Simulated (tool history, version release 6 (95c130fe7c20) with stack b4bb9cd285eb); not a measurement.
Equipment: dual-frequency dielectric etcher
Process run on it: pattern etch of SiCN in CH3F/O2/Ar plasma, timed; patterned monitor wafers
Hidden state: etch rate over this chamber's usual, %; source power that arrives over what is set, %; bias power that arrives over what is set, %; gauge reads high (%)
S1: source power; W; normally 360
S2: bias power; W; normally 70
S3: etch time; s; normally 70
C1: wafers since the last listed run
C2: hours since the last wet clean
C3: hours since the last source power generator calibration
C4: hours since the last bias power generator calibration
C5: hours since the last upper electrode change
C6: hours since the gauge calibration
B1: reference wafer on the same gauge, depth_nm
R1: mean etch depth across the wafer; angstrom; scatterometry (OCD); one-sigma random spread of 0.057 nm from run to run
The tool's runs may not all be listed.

run	hour	S1	S2	S3	C1	C2	C3	C4	C5	C6	B1	R1
1	0	360	70	70	0	259.5	2691.2	1846.4	2694.5	266.4	21.57	247.1
2	11.6	360	70	70	179	271.1	2702.8	1858	2706.1	278	21.61	245.8
3	26.6	360	70	70	231	286.1	2717.8	1873	2721.1	293	21.61	246.1
# hour 38.5: gauge calibrated
4	41.5	360	70	70	230	301	2732.7	1887.9	2736	3	21.59	246.3
5	50.6	360	70	70	140	310.1	2741.8	1897	2745.1	12.1	21.6	246.8
6	70.6	360	75	63	309	330.1	2761.8	1917	2765.1	32.1	21.61	226.7
7	79.8	360	70	70	142	339.3	2771	1926.2	2774.3	41.3	21.6	247.7
8	91.1	360	70	70	174	350.6	2782.3	1937.5	2785.6	52.6	21.61	247.1
9	97.3	360	70	70	95	356.8	2788.5	1943.7	2791.8	58.8	21.59	246.6
10	111.6	360	66	70	221	371.1	2802.8	1958	2806.1	73.1	21.62	243.4
11	127.2	360	66	70	241	386.7	2818.4	1973.6	2821.7	88.7	21.58	244.8
12	140.2	360	66	70	201	399.7	2831.4	1986.6	2834.7	101.7	21.59	243.3
# hour 149.7: source power generator calibrated
13	153.9	360	70	70	149	413.4	4.2	2000.3	2848.4	115.4	21.62	248.5
14	161.6	360	70	70	119	421.1	11.9	2008	2856.1	123.1	21.59	249.3
15	170.3	360	70	70	134	429.8	20.6	2016.7	2864.8	131.8	21.61	249.4
16	187.9	310	55	61.5	272	447.4	38.2	2034.3	2882.4	149.4	21.62	191.2
17	196.1	360	66	70	126	455.6	46.4	2042.5	2890.6	157.6	21.59	244.1
18	204.4	360	87	80	128	463.9	54.7	2050.8	2898.9	165.9	21.59	306
# hour 212.1: bias power generator calibrated
19	221	280	79	87	194	480.5	71.3	8.9	2915.5	182.5	21.59	294.1
# hour 258.6: upper electrode replaced
# hour 260.3: wet clean of the chamber
20	260.8	420	65	70	218	0.5	111.1	48.7	2.2	222.3	21.59	250.2
21	261.2	360	70	70	6	0.9	111.5	49.1	2.6	222.7	21.6	241.7
22	261.5	410	70	64.5	4	1.2	111.8	49.4	2.9	223	21.6	233.4
23	265.3	360	70	70	58	5	115.6	53.2	6.7	226.8	21.57	243.7
24	273.1	400	70	83.5	120	12.8	123.4	61	14.5	234.6	21.57	300.8
25	287.1	430	79	70	216	26.8	137.4	75	28.5	248.6	21.59	269.5
26	293.4	430	70	70	97	33.1	143.7	81.3	34.8	254.9	21.61	259.6
# hour 309.2: gauge calibrated
27	325.7	380	55	70	499	65.4	176	113.6	67.1	16.5	21.62	231
28	338.1	360	59	70	191	77.8	188.4	126	79.5	28.9	21.59	231.1
29	350.5	400	80	50.5	191	90.2	200.8	138.4	91.9	41.3	21.6	191.4
30	392.2	360	70	59.5	644	131.9	242.5	180.1	133.6	83	21.61	207.4
31	402	320	76	80.5	151	141.7	252.3	189.9	143.4	92.8	21.59	276.7

Consider 3 possible next runs. They are alternatives, not a sequence: every one starts from the tool as it was left by run 31. What does each give?
A	402.4	360	75	70	6	142.1	252.7	190.3	143.8	93.2	?	?
B	402.4	300	58	83	6	142.1	252.7	190.3	143.8	93.2	?	?
C	402.4	400	83	85.5	6	142.1	252.7	190.3	143.8	93.2	?	?

run	B1	R1
A	21.6	250.2
B	21.6	254.8
C	21.6	328.9
Stripped of hidden state, with their random variation kept, the same runs would have yielded:
run	R1
A	248.4
B	252.9
C	326.5

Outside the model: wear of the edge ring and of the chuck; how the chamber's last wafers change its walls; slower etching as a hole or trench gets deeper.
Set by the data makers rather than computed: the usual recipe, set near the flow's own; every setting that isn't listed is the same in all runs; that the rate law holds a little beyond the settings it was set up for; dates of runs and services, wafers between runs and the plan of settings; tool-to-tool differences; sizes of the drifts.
